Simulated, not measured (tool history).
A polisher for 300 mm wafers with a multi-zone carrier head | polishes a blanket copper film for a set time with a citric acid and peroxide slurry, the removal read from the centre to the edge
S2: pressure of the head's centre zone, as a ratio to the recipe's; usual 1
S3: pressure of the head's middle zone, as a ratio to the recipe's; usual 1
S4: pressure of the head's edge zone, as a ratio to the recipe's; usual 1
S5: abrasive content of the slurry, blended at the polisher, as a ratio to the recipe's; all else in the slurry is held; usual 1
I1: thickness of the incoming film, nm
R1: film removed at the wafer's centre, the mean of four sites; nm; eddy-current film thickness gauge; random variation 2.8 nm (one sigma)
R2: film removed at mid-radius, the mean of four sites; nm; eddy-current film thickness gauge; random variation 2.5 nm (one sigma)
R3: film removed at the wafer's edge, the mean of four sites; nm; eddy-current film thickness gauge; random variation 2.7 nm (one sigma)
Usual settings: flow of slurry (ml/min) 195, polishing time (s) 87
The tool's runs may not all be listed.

Run 1, hour 0: usual settings; I1 970.8. Result: R1 180.7 nm, R2 179.8 nm, R3 190.9 nm.
At hour 2: centre zone pressure recalibrated.
Run 2, hour 6.6: usual settings; I1 994.3. Result: R1 177.7 nm, R2 176 nm, R3 186.8 nm.
At hour 11.2: slurry nozzle cleaned.
Run 3, hour 19.3: usual settings; I1 981.4. Result: R1 207.1 nm, R2 199.2 nm, R3 198.8 nm.
At hour 26.8: carrier head's membrane replaced by a new one.
Run 4, hour 33.8: usual settings; I1 974.8. Result: R1 207.3 nm, R2 201.7 nm, R3 205.1 nm.
Run 5, hour 51.4: usual settings but flow of slurry (ml/min) 260; I1 989. Result: R1 216.7 nm, R2 210.7 nm, R3 207.5 nm.
Run 6, hour 66.5: usual settings; I1 987.5. Result: R1 206 nm, R2 200 nm, R3 207.9 nm.
Run 7, hour 74.3: usual settings; I1 957.1. Result: R1 208.8 nm, R2 202.9 nm, R3 202.2 nm.
Run 8, hour 86.5: usual settings but flow of slurry (ml/min) 225; I1 994.6. Result: R1 210.1 nm, R2 206.9 nm, R3 209.8 nm.
Run 9, hour 101.3: usual settings but S4 1.1; I1 973.9. Result: R1 209.8 nm, R2 200 nm, R3 214.6 nm.
At hour 117.1: worn pad replaced by a new one, of another model than before.
Run 10, hour 117.6: usual settings; I1 964.8. Result: R1 204.8 nm, R2 205.1 nm, R3 205.1 nm.
Run 11, hour 132.1: usual settings but flow of slurry (ml/min) 260, S4 1.11; I1 973.8. Result: R1 216 nm, R2 207.8 nm, R3 220.4 nm.
Run 12, hour 149: usual settings but polishing time (s) 115; I1 979.6. Result: R1 272.6 nm, R2 263.8 nm, R3 266.9 nm.
Run 13, hour 164: usual settings; I1 963. Result: R1 206.9 nm, R2 202.1 nm, R3 200.4 nm.
Run 14, hour 174.8: usual settings but flow of slurry (ml/min) 170, S2 0.93; I1 985.9. Result: R1 190.2 nm, R2 198.8 nm, R3 200 nm.
Run 15, hour 184.3: usual settings but S5 0.75, polishing time (s) 74; I1 974.7. Result: R1 163.5 nm, R2 165.1 nm, R3 161.1 nm.
Run 16, hour 197.2: usual settings but flow of slurry (ml/min) 225, polishing time (s) 65; I1 972.6. Result: R1 160.6 nm, R2 155.2 nm, R3 153 nm.
Run 17, hour 206.3: usual settings but flow of slurry (ml/min) 160, S2 0.92, S3 0.93, polishing time (s) 64; I1 970.8. Result: R1 135.6 nm, R2 140.1 nm, R3 147.4 nm.
Run 18, hour 218.2: usual settings but S3 1.05, S4 0.92; I1 985.1. Result: R1 210.9 nm, R2 208.3 nm, R3 198.6 nm.
Run 19, hour 230.5: usual settings but flow of slurry (ml/min) 215, S2 0.95, S3 0.95, S5 1.1; I1 978.9. Result: R1 201 nm, R2 200.7 nm, R3 206.1 nm.
Run 20, hour 237.3: usual settings but flow of slurry (ml/min) 245, S2 1.07, S5 0.8; I1 981.9. Result: R1 218.7 nm, R2 199.7 nm, R3 203.8 nm.
Run 21, hour 249.6: usual settings but S2 1.07, S3 0.89, S5 1.1, polishing time (s) 65; I1 992.1. Result: R1 168.8 nm, R2 137.1 nm, R3 152.6 nm.
Run 22, hour 259.7: usual settings but S4 1.03, polishing time (s) 101; I1 977.2. Result: R1 242.4 nm, R2 231.2 nm, R3 238 nm.
At hour 268.7: worn pad replaced by a new one.
Run 23, hour 271.8: usual settings but flow of slurry (ml/min) 145, S2 1.08, S3 1.06, S5 1.2; I1 987.1. Result: R1 217.5 nm, R2 209.6 nm, R3 201.9 nm.

The tool's hidden state at each run:
removal rate lost through wear of the pad, %: 0 in every run
deviation of the centre zone's pressure from its setpoint, %: 0 in every run
deviation of the edge zone's pressure from its setpoint, %: 0 in every run
H1: slurry flow missing at the pad, %
run    H1
  1  43.5
  2  44.3
  3  4.39
  4  4.43
  5  4.52
  6  4.64
  7  4.71
  8  4.85
  9  5.05
 10  5.31
 11  5.58
 12  5.93
 13  6.29
 14  6.56
 15  6.82
 16   7.2
 17  7.48
 18  7.87
 19   8.3
 20  8.55
 21  9.01
 22  9.41
 23  9.91
